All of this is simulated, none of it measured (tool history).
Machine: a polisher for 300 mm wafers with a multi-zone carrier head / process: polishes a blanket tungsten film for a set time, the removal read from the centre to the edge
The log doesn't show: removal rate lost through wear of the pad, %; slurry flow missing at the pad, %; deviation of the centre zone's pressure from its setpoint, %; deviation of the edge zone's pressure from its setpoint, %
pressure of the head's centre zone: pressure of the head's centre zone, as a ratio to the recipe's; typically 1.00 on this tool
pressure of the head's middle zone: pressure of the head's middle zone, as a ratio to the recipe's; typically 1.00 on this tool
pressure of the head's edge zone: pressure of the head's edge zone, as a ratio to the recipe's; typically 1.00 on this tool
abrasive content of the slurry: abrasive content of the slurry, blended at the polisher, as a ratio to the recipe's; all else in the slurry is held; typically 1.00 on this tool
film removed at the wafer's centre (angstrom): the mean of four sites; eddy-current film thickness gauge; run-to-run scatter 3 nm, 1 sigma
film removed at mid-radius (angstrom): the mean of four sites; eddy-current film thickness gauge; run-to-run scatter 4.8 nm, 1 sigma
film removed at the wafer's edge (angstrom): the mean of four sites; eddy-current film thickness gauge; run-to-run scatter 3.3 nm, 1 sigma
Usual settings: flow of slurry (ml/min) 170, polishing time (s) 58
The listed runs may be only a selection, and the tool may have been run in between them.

| run | hour | flow of slurry (ml/min) | pressure of the head's centre zone | pressure of the head's middle zone | pressure of the head's edge zone | abrasive content of the slurry | polishing time (s) | wafers since the last listed run | wafers polished on this pad | hours since the slurry nozzle was cleaned | hours since the centre zone pressure was calibrated | hours since the edge zone pressure was calibrated | hours since the carrier head's membrane was replaced | incoming thickness of the incoming film, nm | film removed at the wafer's centre (angstrom) | film removed at mid-radius (angstrom) | film removed at the wafer's edge (angstrom) |
|---|---|---|---|---|---|---|---|---|---|---|---|---|---|---|---|---|---|
| 1 | 0.0 | 170 | 1.00 | 1.00 | 1.00 | 1.00 | 58 | 0 | 1108 | 418.5 | 466.2 | 784.8 | 47.3 | 1377.3 | 3674 | 3601 | 3725 |
| 2 | 76.7 | 170 | 1.00 | 1.00 | 1.00 | 1.15 | 58 | 527 | 1636 | 495.2 | 542.9 | 861.5 | 124.0 | 1403.9 | 3756 | 3796 | 3830 |
|  | 96.7 | edge zone pressure recalibrated |
| 3 | 147.9 | 170 | 1.00 | 1.00 | 0.91 | 1.00 | 58 | 475 | 2112 | 566.4 | 614.1 | 51.2 | 195.2 | 1435.1 | 3539 | 3553 | 3437 |
|  | 228.5 | slurry nozzle cleaned |
| 4 | 230.7 | 170 | 1.00 | 1.04 | 0.93 | 1.00 | 71 | 562 | 2674 | 2.2 | 696.9 | 134.0 | 278.0 | 1389.8 | 4669 | 4911 | 4430 |
| 5 | 446.4 | 205 | 1.00 | 1.00 | 1.00 | 1.00 | 58 | 1483 | 4158 | 217.9 | 912.6 | 349.7 | 493.7 | 1421.4 | 4000 | 3979 | 3980 |
| 6 | 503.5 | 170 | 0.94 | 1.00 | 0.90 | 1.00 | 73 | 392 | 4550 | 275.0 | 969.7 | 406.8 | 550.8 | 1401.6 | 4500 | 4740 | 4471 |
| 7 | 567.9 | 145 | 0.95 | 1.00 | 1.00 | 0.70 | 58 | 442 | 4993 | 339.4 | 1034.1 | 471.2 | 615.2 | 1403.6 | 3007 | 3259 | 3218 |
|  | 624.1 | worn pad replaced by a new one |
| 8 | 652.8 | 170 | 1.00 | 1.00 | 1.00 | 1.00 | 58 | 556 | 197 | 424.3 | 1119.0 | 556.1 | 700.1 | 1423.6 | 3680 | 3740 | 3660 |
|  | 694.8 | centre zone pressure recalibrated |
| 9 | 734.3 | 150 | 1.05 | 0.91 | 1.07 | 1.00 | 58 | 546 | 743 | 505.8 | 39.5 | 637.6 | 781.6 | 1400.3 | 3541 | 3219 | 3600 |
| 10 | 796.5 | 170 | 1.00 | 1.00 | 0.97 | 1.10 | 52 | 427 | 1171 | 568.0 | 101.7 | 699.8 | 843.8 | 1413.6 | 3138 | 3181 | 3242 |
|  | 848.4 | edge zone pressure recalibrated |
| 11 | 897.7 | 170 | 1.00 | 1.00 | 1.00 | 1.00 | 58 | 682 | 1854 | 669.2 | 202.9 | 49.3 | 945.0 | 1409.7 | 3172 | 3180 | 3414 |
|  | 918.7 | slurry nozzle cleaned |
| 12 | 955.1 | 200 | 1.09 | 1.00 | 1.00 | 1.00 | 58 | 387 | 2241 | 36.4 | 260.3 | 106.7 | 1002.4 | 1408.1 | 4399 | 3917 | 3962 |
| 13 | 1037.1 | 170 | 1.04 | 1.00 | 1.11 | 1.10 | 45 | 563 | 2805 | 118.4 | 342.3 | 188.7 | 1084.4 | 1428.6 | 3196 | 3038 | 3183 |
| 14 | 1132.7 | 170 | 1.09 | 1.00 | 1.00 | 1.00 | 71 | 657 | 3463 | 214.0 | 437.9 | 284.3 | 1180.0 | 1410.4 | 5158 | 4583 | 4630 |
| 15 | 1240.3 | 170 | 1.00 | 1.00 | 1.00 | 1.00 | 58 | 740 | 4203 | 321.6 | 545.5 | 391.9 | 1287.6 | 1397.3 | 3710 | 3676 | 3735 |
| 16 | 1279.4 | 170 | 1.00 | 1.00 | 1.00 | 1.00 | 58 | 268 | 4472 | 360.7 | 584.6 | 431.0 | 1326.7 | 1395.0 | 3717 | 3703 | 3730 |
| 17 | 1319.2 | 170 | 1.00 | 1.09 | 1.11 | 1.25 | 58 | 273 | 4746 | 400.5 | 624.4 | 470.8 | 1366.5 | 1393.8 | 3912 | 4232 | 4210 |
| 18 | 1363.0 | 170 | 1.00 | 1.11 | 0.92 | 1.00 | 58 | 301 | 5047 | 444.3 | 668.2 | 514.6 | 1410.3 | 1389.5 | 3658 | 3980 | 3547 |
|  | 1386.2 | worn pad replaced by a new one |
| 19 | 1464.7 | 170 | 0.93 | 0.94 | 1.00 | 0.85 | 58 | 671 | 539 | 546.0 | 769.9 | 616.3 | 1512.0 | 1422.7 | 3148 | 3247 | 3497 |
| 20 | 1568.3 | 170 | 1.11 | 0.89 | 1.00 | 1.15 | 51 | 712 | 1252 | 649.6 | 873.5 | 719.9 | 1615.6 | 1438.9 | 3299 | 2793 | 3192 |
|  | 1603.5 | slurry nozzle cleaned |
| 21 | 1617.2 | 130 | 1.00 | 1.00 | 1.00 | 1.00 | 78 | 329 | 1581 | 13.7 | 922.4 | 768.8 | 1664.5 | 1411.6 | 4701 | 4636 | 4808 |

Predict each of these 4 candidate next runs independently; none follows another, all start after run 21:
| A | 1617.6 | 170 | 1.00 | 1.00 | 1.00 | 1.00 | 58 | 2 | 1584 | 14.1 | 922.8 | 769.2 | 1664.9 | 1397.1 | ? | ? | ? |
| B | 1617.6 | 170 | 1.00 | 1.08 | 1.00 | 0.80 | 58 | 2 | 1584 | 14.1 | 922.8 | 769.2 | 1664.9 | 1397.1 | ? | ? | ? |
| C | 1617.6 | 110 | 1.00 | 1.00 | 1.00 | 1.00 | 58 | 2 | 1584 | 14.1 | 922.8 | 769.2 | 1664.9 | 1397.1 | ? | ? | ? |
| D | 1617.6 | 140 | 0.96 | 1.00 | 1.00 | 1.00 | 40 | 2 | 1584 | 14.1 | 922.8 | 769.2 | 1664.9 | 1397.1 | ? | ? | ? |

| run | film removed at the wafer's centre (angstrom) | film removed at mid-radius (angstrom) | film removed at the wafer's edge (angstrom) |
|---|---|---|---|
| A | 3906 | 3788 | 3803 |
| B | 3682 | 3757 | 3580 |
| C | 3199 | 3181 | 3374 |
| D | 2418 | 2463 | 2515 |
Stripped of hidden state, with their random variation kept, the same runs would have yielded:
| run | film removed at the wafer's centre (angstrom) | film removed at mid-radius (angstrom) | film removed at the wafer's edge (angstrom) |
|---|---|---|---|
| A | 3953 | 3828 | 3833 |
| B | 3726 | 3797 | 3607 |
| C | 3275 | 3246 | 3419 |
| D | 2457 | 2497 | 2540 |
